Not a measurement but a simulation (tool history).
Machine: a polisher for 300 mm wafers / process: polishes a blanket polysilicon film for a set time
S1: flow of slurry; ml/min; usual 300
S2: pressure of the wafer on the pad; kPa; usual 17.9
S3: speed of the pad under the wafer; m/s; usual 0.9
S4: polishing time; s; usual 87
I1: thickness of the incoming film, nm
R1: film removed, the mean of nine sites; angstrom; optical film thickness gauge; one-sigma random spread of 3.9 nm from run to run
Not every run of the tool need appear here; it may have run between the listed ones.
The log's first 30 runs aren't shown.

run   hour   S1    S2    S3   S4      I1    R1
 31  749.1  300  17.9   0.9   87  1785.5  5216
 32  777.6  370  24.1   0.9   87  1802.1  6620
 33    808  390  17.9   0.7   87  1760.8  4152
 34  820.2  355  17.9   0.9   87  1791.4  5284
 35  836.5  300  22.1   1.2   87  1786.4  8146
     855.2  -- worn pad replaced by a new one
 36  866.7  300  17.9   0.9   87  1790.7  5267
 37  880.7  300  17.9   0.9  117  1768.2  7061
 38    900  300  17.9  0.62   87  1775.2  3551

Predict each of these 3 candidate next runs independently; none follows another, all start after run 38:
  A  900.5  300  17.9  0.9  87  1812.6   ?
  B  900.5  300  13.1  0.9  87  1812.6   ?
  C  900.5  300  17.9  0.9  74  1812.6   ?

run    R1
  A  5237
  B  4281
  C  4455
Without the tool's unlogged condition, the same runs would have read:
run    R1
  A  5237
  B  4281
  C  4455
